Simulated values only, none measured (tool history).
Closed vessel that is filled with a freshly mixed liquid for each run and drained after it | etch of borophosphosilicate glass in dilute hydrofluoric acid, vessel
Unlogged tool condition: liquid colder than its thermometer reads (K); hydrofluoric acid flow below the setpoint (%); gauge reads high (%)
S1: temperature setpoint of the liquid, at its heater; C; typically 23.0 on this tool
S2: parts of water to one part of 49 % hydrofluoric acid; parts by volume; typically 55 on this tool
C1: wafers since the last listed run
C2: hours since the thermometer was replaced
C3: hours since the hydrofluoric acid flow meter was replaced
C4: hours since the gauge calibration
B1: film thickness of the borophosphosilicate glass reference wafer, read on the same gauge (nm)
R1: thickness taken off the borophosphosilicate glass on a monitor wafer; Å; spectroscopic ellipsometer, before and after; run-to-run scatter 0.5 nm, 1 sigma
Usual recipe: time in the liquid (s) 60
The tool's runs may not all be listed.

{"run": 1, "hour": 0.0, "S1": 25.0, "S2": 55, "time in the liquid (s)": 60, "C1": 0, "C2": 732.7, "C3": 381.5, "C4": 450.4, "B1": 70.0, "R1": 523.2}
{"run": 2, "hour": 12.3, "S1": 25.0, "S2": 55, "time in the liquid (s)": 60, "C1": 1601, "C2": 745.0, "C3": 393.8, "C4": 462.7, "B1": 70.01, "R1": 527.8}
{"run": 3, "hour": 28.9, "S1": 23.0, "S2": 55, "time in the liquid (s)": 60, "C1": 2160, "C2": 761.6, "C3": 410.4, "C4": 479.3, "B1": 69.98, "R1": 476.9}
{"run": 4, "hour": 63.7, "S1": 23.0, "S2": 55, "time in the liquid (s)": 60, "C1": 4530, "C2": 796.4, "C3": 445.2, "C4": 514.1, "B1": 69.99, "R1": 473.7}
{"run": 5, "hour": 95.8, "S1": 23.0, "S2": 55, "time in the liquid (s)": 60, "C1": 4178, "C2": 828.5, "C3": 477.3, "C4": 546.2, "B1": 70.03, "R1": 475.1}
{"run": 6, "hour": 109.0, "S1": 23.0, "S2": 55, "time in the liquid (s)": 60, "C1": 1718, "C2": 841.7, "C3": 490.5, "C4": 559.4, "B1": 70.0, "R1": 473.1}
{"run": 7, "hour": 126.2, "S1": 23.0, "S2": 55, "time in the liquid (s)": 60, "C1": 2238, "C2": 858.9, "C3": 507.7, "C4": 576.6, "B1": 70.02, "R1": 470.7}
{"run": 8, "hour": 139.9, "S1": 23.0, "S2": 75, "time in the liquid (s)": 35, "C1": 1783, "C2": 872.6, "C3": 521.4, "C4": 590.3, "B1": 69.99, "R1": 198.1}
{"run": 9, "hour": 160.6, "S1": 23.0, "S2": 75, "time in the liquid (s)": 35, "C1": 2694, "C2": 893.3, "C3": 542.1, "C4": 611.0, "B1": 70.0, "R1": 195.2}
{"run": 10, "hour": 184.5, "S1": 23.0, "S2": 40, "time in the liquid (s)": 60, "C1": 3111, "C2": 917.2, "C3": 566.0, "C4": 634.9, "B1": 70.0, "R1": 657.7}
{"run": 11, "hour": 211.7, "S1": 23.0, "S2": 40, "time in the liquid (s)": 60, "C1": 3540, "C2": 944.4, "C3": 593.2, "C4": 662.1, "B1": 70.0, "R1": 639.8}
{"run": 12, "hour": 226.1, "S1": 23.0, "S2": 55, "time in the liquid (s)": 60, "C1": 1874, "C2": 958.8, "C3": 607.6, "C4": 676.5, "B1": 70.0, "R1": 456.2}
{"run": 13, "hour": 242.1, "S1": 23.0, "S2": 55, "time in the liquid (s)": 60, "C1": 2082, "C2": 974.8, "C3": 623.6, "C4": 692.5, "B1": 69.99, "R1": 463.0}
{"run": 14, "hour": 271.1, "S1": 23.0, "S2": 55, "time in the liquid (s)": 60, "C1": 3775, "C2": 1003.8, "C3": 652.6, "C4": 721.5, "B1": 69.99, "R1": 465.7}
{"run": 15, "hour": 300.2, "S1": 23.0, "S2": 55, "time in the liquid (s)": 60, "C1": 3788, "C2": 1032.9, "C3": 681.7, "C4": 750.6, "B1": 69.99, "R1": 454.4}
{"hour": 310.4, "done": "thermometer replaced"}
{"hour": 312.1, "done": "gauge calibrated"}
{"run": 16, "hour": 326.6, "S1": 20.5, "S2": 65, "time in the liquid (s)": 35, "C1": 3306, "C2": 16.2, "C3": 708.1, "C4": 14.5, "B1": 70.01, "R1": 220.3}
{"run": 17, "hour": 341.0, "S1": 23.0, "S2": 80, "time in the liquid (s)": 60, "C1": 1874, "C2": 30.6, "C3": 722.5, "C4": 28.9, "B1": 70.01, "R1": 332.3}
{"run": 18, "hour": 363.9, "S1": 25.0, "S2": 65, "time in the liquid (s)": 60, "C1": 2980, "C2": 53.5, "C3": 745.4, "C4": 51.8, "B1": 70.02, "R1": 447.2}
{"hour": 392.2, "done": "hydrofluoric acid flow meter replaced"}
{"run": 19, "hour": 396.4, "S1": 23.0, "S2": 55, "time in the liquid (s)": 60, "C1": 4100, "C2": 86.0, "C3": 4.2, "C4": 84.3, "B1": 70.02, "R1": 531.1}
{"run": 20, "hour": 416.6, "S1": 19.0, "S2": 70, "time in the liquid (s)": 80, "C1": 2629, "C2": 106.2, "C3": 24.4, "C4": 104.5, "B1": 69.97, "R1": 455.1}
{"run": 21, "hour": 429.7, "S1": 23.0, "S2": 45, "time in the liquid (s)": 80, "C1": 1705, "C2": 119.3, "C3": 37.5, "C4": 117.6, "B1": 70.03, "R1": 872.8}
{"run": 22, "hour": 452.4, "S1": 23.0, "S2": 55, "time in the liquid (s)": 60, "C1": 2954, "C2": 142.0, "C3": 60.2, "C4": 140.3, "B1": 70.02, "R1": 523.0}
{"run": 23, "hour": 469.1, "S1": 23.0, "S2": 55, "time in the liquid (s)": 60, "C1": 2173, "C2": 158.7, "C3": 76.9, "C4": 157.0, "B1": 70.01, "R1": 517.3}
{"run": 24, "hour": 498.9, "S1": 23.0, "S2": 55, "time in the liquid (s)": 60, "C1": 3879, "C2": 188.5, "C3": 106.7, "C4": 186.8, "B1": 70.01, "R1": 526.2}
{"run": 25, "hour": 515.2, "S1": 24.5, "S2": 55, "time in the liquid (s)": 70, "C1": 2121, "C2": 204.8, "C3": 123.0, "C4": 203.1, "B1": 69.98, "R1": 636.8}
{"run": 26, "hour": 540.0, "S1": 23.0, "S2": 75, "time in the liquid (s)": 60, "C1": 3228, "C2": 229.6, "C3": 147.8, "C4": 227.9, "B1": 70.02, "R1": 368.5}
{"run": 27, "hour": 568.6, "S1": 23.0, "S2": 55, "time in the liquid (s)": 60, "C1": 3722, "C2": 258.2, "C3": 176.4, "C4": 256.5, "B1": 70.01, "R1": 509.2}
{"run": 28, "hour": 588.6, "S1": 21.0, "S2": 75, "time in the liquid (s)": 40, "C1": 2603, "C2": 278.2, "C3": 196.4, "C4": 276.5, "B1": 70.0, "R1": 226.8}
{"run": 29, "hour": 613.4, "S1": 25.5, "S2": 30, "time in the liquid (s)": 95, "C1": 3228, "C2": 303.0, "C3": 221.2, "C4": 301.3, "B1": 70.0, "R1": 1710.5}
{"run": 30, "hour": 630.4, "S1": 23.0, "S2": 55, "time in the liquid (s)": 60, "C1": 2212, "C2": 320.0, "C3": 238.2, "C4": 318.3, "B1": 70.0, "R1": 503.3}
{"run": 31, "hour": 652.0, "S1": 19.5, "S2": 55, "time in the liquid (s)": 35, "C1": 2811, "C2": 341.6, "C3": 259.8, "C4": 339.9, "B1": 70.01, "R1": 253.6}

List, for all runs, the conditions of the tool that the log does not record:
gauge reads high (%): 0 in every run
H1: liquid colder than its thermometer reads (K)
H2: hydrofluoric acid flow below the setpoint (%)
run=1 H1=1.75 H2=3.99
run=2 H1=1.78 H2=4.09
run=3 H1=1.82 H2=4.23
run=4 H1=1.89 H2=4.53
run=5 H1=1.97 H2=4.8
run=6 H1=2 H2=4.91
run=7 H1=2.04 H2=5.06
run=8 H1=2.07 H2=5.17
run=9 H1=2.11 H2=5.35
run=10 H1=2.17 H2=5.55
run=11 H1=2.23 H2=5.78
run=12 H1=2.26 H2=5.91
run=13 H1=2.3 H2=6.04
run=14 H1=2.36 H2=6.29
run=15 H1=2.43 H2=6.53
run=16 H1=0.192 H2=6.76
run=17 H1=0.225 H2=6.88
run=18 H1=0.277 H2=7.07
run=19 H1=0.35 H2=0.763
run=20 H1=0.396 H2=0.934
run=21 H1=0.426 H2=1.05
run=22 H1=0.477 H2=1.24
run=23 H1=0.515 H2=1.38
run=24 H1=0.582 H2=1.63
run=25 H1=0.619 H2=1.77
run=26 H1=0.675 H2=1.98
run=27 H1=0.74 H2=2.22
run=28 H1=0.785 H2=2.39
run=29 H1=0.841 H2=2.6
run=30 H1=0.88 H2=2.75
run=31 H1=0.928 H2=2.93
